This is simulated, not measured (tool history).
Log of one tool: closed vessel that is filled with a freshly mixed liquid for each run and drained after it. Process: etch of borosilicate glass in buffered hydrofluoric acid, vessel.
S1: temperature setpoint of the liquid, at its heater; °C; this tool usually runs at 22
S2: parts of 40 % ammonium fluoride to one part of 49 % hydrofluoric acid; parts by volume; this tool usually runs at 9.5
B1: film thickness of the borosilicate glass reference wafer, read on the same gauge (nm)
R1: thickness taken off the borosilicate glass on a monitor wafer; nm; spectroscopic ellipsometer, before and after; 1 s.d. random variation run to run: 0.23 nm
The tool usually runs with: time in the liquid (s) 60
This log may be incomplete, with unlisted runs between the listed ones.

Run 1, hour 0: usual settings; B1 130. Result: R1 65.24 nm.
Run 2, hour 57.3: usual settings; B1 130. Result: R1 65.12 nm.
Run 3, hour 241.7: usual settings but S2 8.5 parts by volume; B1 130. Result: R1 71.29 nm.
Run 4, hour 522.2: usual settings but S2 7 parts by volume, time in the liquid (s) 80; B1 130.01. Result: R1 116.54 nm.
Run 5, hour 598.2: usual settings but time in the liquid (s) 45; B1 129.98. Result: R1 48.21 nm.
Run 6, hour 672.9: usual settings but time in the liquid (s) 45; B1 130. Result: R1 47.73 nm.
Run 7, hour 746.2: usual settings but time in the liquid (s) 45; B1 130.01. Result: R1 47.37 nm.
Run 8, hour 787: usual settings; B1 129.99. Result: R1 63.12 nm.
Run 9, hour 836: usual settings but time in the liquid (s) 75; B1 130. Result: R1 78.98 nm.
Run 10, hour 920.6: usual settings but time in the liquid (s) 75; B1 129.99. Result: R1 79.3 nm.
At hour 978.8: gauge calibrated.
Run 11, hour 982.2: usual settings but S2 6.5 parts by volume; B1 130. Result: R1 91.55 nm.
Run 12, hour 1042.4: usual settings but S2 6.5 parts by volume; B1 130. Result: R1 90.92 nm.
Run 13, hour 1122: usual settings but S2 12 parts by volume; B1 130.01. Result: R1 50.27 nm.
Run 14, hour 1174.6: usual settings but S2 12 parts by volume; B1 129.99. Result: R1 50.13 nm.
Run 15, hour 1238.9: usual settings but S2 6.5 parts by volume, time in the liquid (s) 40; B1 130.01. Result: R1 60.39 nm.
Run 16, hour 1343.9: usual settings but S1 25 °C, time in the liquid (s) 70; B1 129.97. Result: R1 84.88 nm.
At hour 1366.5: thermometer replaced.
Run 17, hour 1448.2: usual settings but S1 17 °C, S2 6.5 parts by volume, time in the liquid (s) 35; B1 130.02. Result: R1 41.72 nm.
Run 18, hour 1492: usual settings; B1 129.99. Result: R1 64.22 nm.
Run 19, hour 1580.6: usual settings but S2 11 parts by volume; B1 130.01. Result: R1 55.97 nm.
Run 20, hour 1642.6: usual settings but S1 23.5 °C, S2 6.5 parts by volume, time in the liquid (s) 85; B1 129.99. Result: R1 142.35 nm.
Run 21, hour 1692.8: usual settings but S1 27 °C, time in the liquid (s) 30; B1 130.02. Result: R1 41.6 nm.
At hour 1730: hydrofluoric acid flow meter replaced.
Run 22, hour 1773: usual settings but S1 20.5 °C, S2 8.5 parts by volume, time in the liquid (s) 40; B1 129.98. Result: R1 44.01 nm.
Run 23, hour 1827.1: usual settings; B1 130.01. Result: R1 64.59 nm.
Run 24, hour 1902.6: usual settings but S1 19 °C, S2 8 parts by volume; B1 130. Result: R1 64.25 nm.
Run 25, hour 1999.9: usual settings; B1 130.03. Result: R1 64.39 nm.
Run 26, hour 2066.7: usual settings but time in the liquid (s) 35; B1 130.01. Result: R1 37.42 nm.
Run 27, hour 2129.2: usual settings but S1 18 °C, S2 13 parts by volume, time in the liquid (s) 90; B1 130. Result: R1 57.49 nm.
Run 28, hour 2179.6: usual settings but S1 25 °C, S2 11.5 parts by volume, time in the liquid (s) 80; B1 129.99. Result: R1 84.2 nm.
Run 29, hour 2281.5: usual settings but S2 6 parts by volume; B1 130. Result: R1 99.67 nm.
At hour 2319: gauge calibrated.
Run 30, hour 2382.8: usual settings but S1 19.5 °C, S2 6.5 parts by volume; B1 130.02. Result: R1 80.82 nm.
Run 31, hour 2445.1: usual settings; B1 129.99. Result: R1 63.31 nm.

List, for all runs, the conditions of the tool that the log does not record:
gauge reads high (%): 0 across all the runs
H1: liquid colder than its thermometer reads (K)
H2: hydrofluoric acid flow below the setpoint (%)
run     H1     H2
  1   0.15  0.533
  2  0.181  0.623
  3   0.28  0.913
  4   0.43   1.35
  5  0.471   1.47
  6  0.511   1.59
  7   0.55   1.71
  8  0.572   1.77
  9  0.598   1.85
 10  0.644   1.98
 11  0.677   2.08
 12  0.709   2.17
 13  0.752    2.3
 14   0.78   2.38
 15  0.814   2.48
 16  0.871   2.65
 17   0.11   2.81
 18  0.133   2.88
 19  0.181   3.02
 20  0.214   3.12
 21  0.241   3.19
 22  0.284  0.494
 23  0.313  0.579
 24  0.354  0.698
 25  0.406  0.851
 26  0.442  0.956
 27  0.475   1.05
 28  0.502   1.13
 29  0.557   1.29
 30  0.611   1.45
 31  0.645   1.55
